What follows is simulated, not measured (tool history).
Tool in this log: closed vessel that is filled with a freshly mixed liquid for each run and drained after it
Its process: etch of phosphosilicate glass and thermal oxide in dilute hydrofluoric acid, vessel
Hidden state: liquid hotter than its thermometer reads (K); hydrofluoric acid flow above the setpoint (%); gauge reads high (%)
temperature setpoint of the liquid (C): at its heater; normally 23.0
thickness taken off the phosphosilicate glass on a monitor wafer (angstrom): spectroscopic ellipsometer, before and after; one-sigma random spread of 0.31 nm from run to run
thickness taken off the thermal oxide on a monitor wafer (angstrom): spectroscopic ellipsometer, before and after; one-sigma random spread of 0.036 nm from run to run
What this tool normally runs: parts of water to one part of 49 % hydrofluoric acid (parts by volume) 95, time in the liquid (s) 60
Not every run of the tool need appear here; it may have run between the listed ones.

| run | day | temperature setpoint of the liquid (C) | parts of water to one part of 49 % hydrofluoric acid (parts by volume) | time in the liquid (s) | wafers since the last listed run | hours since the thermometer was replaced | hours since the hydrofluoric acid flow meter was replaced | hours since the gauge calibration | read-back film thickness of the phosphosilicate glass reference wafer, read on the same gauge (nm) | read-back film thickness of the thermal oxide reference wafer, read on the same gauge (nm) | thickness taken off the phosphosilicate glass on a monitor wafer (angstrom) | thickness taken off the thermal oxide on a monitor wafer (angstrom) |
|---|---|---|---|---|---|---|---|---|---|---|---|---|
| 1 | 0.000 | 23.0 | 95 | 60 | 0 | 604.9 | 364.1 | 742.2 | 138.35 | 128.482 | 761.5 | 26.51 |
| 2 | 2.638 | 23.0 | 95 | 60 | 5581 | 668.2 | 427.4 | 805.5 | 138.27 | 128.383 | 760.5 | 26.20 |
|  | 9.875 | hydrofluoric acid flow meter replaced |
| 3 | 15.038 | 23.0 | 95 | 75 | 26155 | 965.8 | 123.9 | 1103.1 | 137.91 | 128.041 | 946.9 | 32.67 |
| 4 | 19.008 | 23.0 | 95 | 75 | 8403 | 1061.1 | 219.2 | 1198.4 | 137.86 | 128.011 | 949.8 | 32.45 |
| 5 | 22.533 | 25.5 | 95 | 60 | 7460 | 1145.7 | 303.8 | 1283.0 | 137.79 | 127.946 | 833.0 | 29.27 |
| 6 | 26.704 | 24.5 | 95 | 60 | 8827 | 1245.8 | 403.9 | 1383.1 | 137.71 | 127.873 | 803.9 | 28.06 |
| 7 | 30.738 | 24.5 | 95 | 60 | 8536 | 1342.6 | 500.7 | 1479.9 | 137.65 | 127.841 | 806.4 | 26.99 |
|  | 32.888 | hydrofluoric acid flow meter replaced |
| 8 | 38.638 | 24.5 | 95 | 60 | 16631 | 1532.2 | 138.0 | 1669.5 | 137.54 | 127.723 | 802.1 | 27.54 |
|  | 40.067 | gauge calibrated |
| 9 | 42.192 | 23.0 | 95 | 60 | 7521 | 1617.5 | 223.3 | 51.0 | 139.68 | 129.662 | 769.1 | 26.46 |
| 10 | 44.025 | 23.0 | 95 | 60 | 3880 | 1661.5 | 267.3 | 95.0 | 139.53 | 129.516 | 764.0 | 26.76 |
| 11 | 47.062 | 25.5 | 135 | 80 | 6428 | 1734.4 | 340.2 | 167.9 | 139.20 | 129.258 | 754.3 | 25.54 |
| 12 | 48.771 | 23.0 | 60 | 75 | 3615 | 1775.4 | 381.2 | 208.9 | 139.01 | 129.095 | 1577.1 | 54.28 |
|  | 49.938 | thermometer replaced |
| 13 | 50.579 | 23.0 | 95 | 60 | 3738 | 15.4 | 424.6 | 252.3 | 138.90 | 128.955 | 762.7 | 26.52 |
| 14 | 54.571 | 23.0 | 95 | 60 | 8447 | 111.2 | 520.4 | 348.1 | 138.56 | 128.682 | 764.0 | 26.63 |
|  | 58.938 | hydrofluoric acid flow meter replaced |
| 15 | 65.842 | 23.0 | 75 | 60 | 23765 | 381.7 | 165.7 | 618.6 | 137.95 | 128.124 | 984.6 | 34.07 |
| 16 | 68.317 | 23.0 | 55 | 60 | 5238 | 441.1 | 225.1 | 678.0 | 137.85 | 128.007 | 1384.0 | 47.50 |
| 17 | 72.671 | 27.0 | 45 | 50 | 9215 | 545.6 | 329.6 | 782.5 | 137.66 | 127.880 | 1668.3 | 57.85 |
| 18 | 76.654 | 19.0 | 95 | 35 | 8430 | 641.2 | 425.2 | 878.1 | 137.52 | 127.737 | 375.4 | 12.99 |
| 19 | 80.508 | 23.0 | 75 | 60 | 8156 | 733.7 | 517.7 | 970.6 | 137.42 | 127.618 | 978.8 | 34.55 |
| 20 | 82.733 | 23.0 | 120 | 60 | 4708 | 787.1 | 571.1 | 1024.0 | 137.40 | 127.572 | 576.9 | 20.50 |

What was the tool's hidden state at every run in the log?
liquid hotter than its thermometer reads (K): 0 on each run
hydrofluoric acid flow above the setpoint (%): 0 on each run
H1: gauge reads high (%)
| run | H1 |
|---|---|
| 1 | -1.18 |
| 2 | -1.24 |
| 3 | -1.49 |
| 4 | -1.54 |
| 5 | -1.59 |
| 6 | -1.63 |
| 7 | -1.67 |
| 8 | -1.73 |
| 9 | -0.227 |
| 10 | -0.365 |
| 11 | -0.576 |
| 12 | -0.684 |
| 13 | -0.791 |
| 14 | -1 |
| 15 | -1.46 |
| 16 | -1.54 |
| 17 | -1.66 |
| 18 | -1.75 |
| 19 | -1.83 |
| 20 | -1.87 |

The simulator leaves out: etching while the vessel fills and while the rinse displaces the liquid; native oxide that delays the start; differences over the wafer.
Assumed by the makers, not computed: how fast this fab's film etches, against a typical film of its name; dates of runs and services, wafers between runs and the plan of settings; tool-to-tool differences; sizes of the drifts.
